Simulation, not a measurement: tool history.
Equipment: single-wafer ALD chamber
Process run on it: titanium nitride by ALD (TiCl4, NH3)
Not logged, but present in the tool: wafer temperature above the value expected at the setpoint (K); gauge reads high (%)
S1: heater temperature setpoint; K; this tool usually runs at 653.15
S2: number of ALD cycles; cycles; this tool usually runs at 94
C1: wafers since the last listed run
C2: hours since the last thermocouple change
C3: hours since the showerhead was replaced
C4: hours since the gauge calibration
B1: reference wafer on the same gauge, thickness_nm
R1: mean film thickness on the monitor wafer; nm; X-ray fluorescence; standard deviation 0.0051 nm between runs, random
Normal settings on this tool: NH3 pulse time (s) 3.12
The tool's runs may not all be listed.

Run 1, hour 0.0: usual settings but NH3 pulse time (s) 2.86; C1 0; C2 1201.8; C3 5808.3; C4 19.4; B1 1.829. Result: R1 2.022 nm.
Run 2, hour 16.4: usual settings; C1 32; C2 1218.2; C3 5824.7; C4 35.8; B1 1.829. Result: R1 2.031 nm.
Run 3, hour 51.9: usual settings; C1 69; C2 1253.7; C3 5860.2; C4 71.3; B1 1.825. Result: R1 2.025 nm.
Run 4, hour 84.9: usual settings; C1 64; C2 1286.7; C3 5893.2; C4 104.3; B1 1.822. Result: R1 2.025 nm.
Run 5, hour 113.0: usual settings; C1 55; C2 1314.8; C3 5921.3; C4 132.4; B1 1.823. Result: R1 2.029 nm.
Run 6, hour 140.8: usual settings; C1 54; C2 1342.6; C3 5949.1; C4 160.2; B1 1.820. Result: R1 2.019 nm.
Run 7, hour 175.1: usual settings; C1 67; C2 1376.9; C3 5983.4; C4 194.5; B1 1.818. Result: R1 2.012 nm.
Run 8, hour 195.6: usual settings; C1 40; C2 1397.4; C3 6003.9; C4 215.0; B1 1.818. Result: R1 2.021 nm.
Run 9, hour 209.7: usual settings but NH3 pulse time (s) 2.43; C1 27; C2 1411.5; C3 6018.0; C4 229.1; B1 1.817. Result: R1 1.994 nm.
Run 10, hour 238.8: usual settings but NH3 pulse time (s) 2.43; C1 57; C2 1440.6; C3 6047.1; C4 258.2; B1 1.818. Result: R1 1.984 nm.
Run 11, hour 323.1: usual settings; C1 166; C2 1524.9; C3 6131.4; C4 342.5; B1 1.816. Result: R1 2.018 nm.
Run 12, hour 349.0: usual settings; C1 51; C2 1550.8; C3 6157.3; C4 368.4; B1 1.816. Result: R1 2.021 nm.
Run 13, hour 365.8: usual settings; C1 33; C2 1567.6; C3 6174.1; C4 385.2; B1 1.814. Result: R1 2.013 nm.
Run 14, hour 397.6: usual settings but S1 646.15 K; C1 62; C2 1599.4; C3 6205.9; C4 417.0; B1 1.814. Result: R1 1.999 nm.
Run 15, hour 426.3: usual settings but S1 646.15 K; C1 56; C2 1628.1; C3 6234.6; C4 445.7; B1 1.814. Result: R1 2.001 nm.
Run 16, hour 448.8: usual settings but S2 108 cycles, NH3 pulse time (s) 3.48; C1 44; C2 1650.6; C3 6257.1; C4 468.2; B1 1.813. Result: R1 2.327 nm.
At hour 475.2: showerhead replaced.
Run 17, hour 476.5: usual settings; C1 38; C2 1678.3; C3 1.3; C4 495.9; B1 1.813. Result: R1 2.010 nm.
Run 18, hour 506.1: usual settings but S2 79 cycles, NH3 pulse time (s) 2.50; C1 58; C2 1707.9; C3 30.9; C4 525.5; B1 1.813. Result: R1 1.668 nm.
Run 19, hour 537.4: usual settings; C1 61; C2 1739.2; C3 62.2; C4 556.8; B1 1.811. Result: R1 2.021 nm.
Run 20, hour 559.1: usual settings but NH3 pulse time (s) 2.06; C1 42; C2 1760.9; C3 83.9; C4 578.5; B1 1.812. Result: R1 1.966 nm.
Run 21, hour 576.7: usual settings but S1 658.15 K, S2 103 cycles, NH3 pulse time (s) 3.77; C1 34; C2 1778.5; C3 101.5; C4 596.1; B1 1.813. Result: R1 2.232 nm.
Run 22, hour 594.0: usual settings but S1 663.15 K, NH3 pulse time (s) 2.65; C1 34; C2 1795.8; C3 118.8; C4 613.4; B1 1.812. Result: R1 2.005 nm.
Run 23, hour 623.9: usual settings but S2 82 cycles; C1 58; C2 1825.7; C3 148.7; C4 643.3; B1 1.812. Result: R1 1.751 nm.
Run 24, hour 656.0: usual settings but S2 103 cycles, NH3 pulse time (s) 3.86; C1 63; C2 1857.8; C3 180.8; C4 675.4; B1 1.812. Result: R1 2.229 nm.
Run 25, hour 687.3: usual settings; C1 61; C2 1889.1; C3 212.1; C4 706.7; B1 1.811. Result: R1 2.011 nm.
At hour 689.5: gauge calibrated.
Run 26, hour 707.5: usual settings but S1 658.15 K, S2 87 cycles, NH3 pulse time (s) 2.23; C1 39; C2 1909.3; C3 232.3; C4 18.0; B1 1.824. Result: R1 1.846 nm.
Run 27, hour 720.7: usual settings but S1 659.15 K, S2 84 cycles; C1 25; C2 1922.5; C3 245.5; C4 31.2; B1 1.824. Result: R1 1.812 nm.
Run 28, hour 754.7: usual settings but S2 101 cycles, NH3 pulse time (s) 2.01; C1 66; C2 1956.5; C3 279.5; C4 65.2; B1 1.821. Result: R1 2.121 nm.
At hour 765.5: thermocouple changed; heater temperature recalibrated.
Run 29, hour 790.6: usual settings but S1 660.15 K, S2 76 cycles, NH3 pulse time (s) 4.29; C1 54; C2 25.1; C3 315.4; C4 101.1; B1 1.818. Result: R1 1.662 nm.
Run 30, hour 804.4: usual settings; C1 27; C2 38.9; C3 329.2; C4 114.9; B1 1.817. Result: R1 2.013 nm.
Run 31, hour 828.0: usual settings; C1 46; C2 62.5; C3 352.8; C4 138.5; B1 1.816. Result: R1 2.011 nm.
Run 32, hour 849.4: usual settings but NH3 pulse time (s) 4.29; C1 42; C2 83.9; C3 374.2; C4 159.9; B1 1.816. Result: R1 2.042 nm.
Run 33, hour 954.9: usual settings but S1 645.15 K; C1 207; C2 189.4; C3 479.7; C4 265.4; B1 1.811. Result: R1 1.992 nm.
Run 34, hour 980.9: usual settings but S1 641.15 K, NH3 pulse time (s) 2.52; C1 51; C2 215.4; C3 505.7; C4 291.4; B1 1.811. Result: R1 1.953 nm.
Run 35, hour 1004.3: usual settings but S1 639.15 K, S2 110 cycles, NH3 pulse time (s) 2.65; C1 46; C2 238.8; C3 529.1; C4 314.8; B1 1.811. Result: R1 2.294 nm.
Run 36, hour 1038.9: usual settings but S1 664.15 K, S2 101 cycles; C1 68; C2 273.4; C3 563.7; C4 349.4; B1 1.809. Result: R1 2.176 nm.
Run 37, hour 1058.7: usual settings but NH3 pulse time (s) 2.51; C1 38; C2 293.2; C3 583.5; C4 369.2; B1 1.809. Result: R1 1.982 nm.
Run 38, hour 1089.0: usual settings but S1 667.15 K, S2 108 cycles, NH3 pulse time (s) 1.93; C1 59; C2 323.5; C3 613.8; C4 399.5; B1 1.809. Result: R1 2.279 nm.
Run 39, hour 1108.3: usual settings but S1 649.15 K, S2 87 cycles; C1 38; C2 342.8; C3 633.1; C4 418.8; B1 1.809. Result: R1 1.848 nm.
Run 40, hour 1123.6: usual settings but S1 645.15 K, S2 111 cycles; C1 30; C2 358.1; C3 648.4; C4 434.1; B1 1.810. Result: R1 2.349 nm.

List, for all runs, the conditions of the tool that the log does not record:
wafer temperature above the value expected at the setpoint (K): 0, the same for each run
H1: gauge reads high (%)
run       H1
  1  -0.0386
  2   -0.112
  3   -0.253
  4   -0.366
  5   -0.449
  6   -0.521
  7   -0.598
  8   -0.639
  9   -0.665
 10   -0.713
 11   -0.822
 12   -0.848
 13   -0.863
 14   -0.889
 15   -0.909
 16   -0.923
 17   -0.938
 18   -0.953
 19   -0.966
 20   -0.974
 21    -0.98
 22   -0.985
 23   -0.994
 24       -1
 25    -1.01
 26   -0.307
 27   -0.367
 28   -0.506
 29    -0.63
 30   -0.673
 31    -0.74
 32   -0.795
 33   -0.999
 34    -1.04
 35    -1.07
 36     -1.1
 37    -1.12
 38    -1.15
 39    -1.16
 40    -1.18
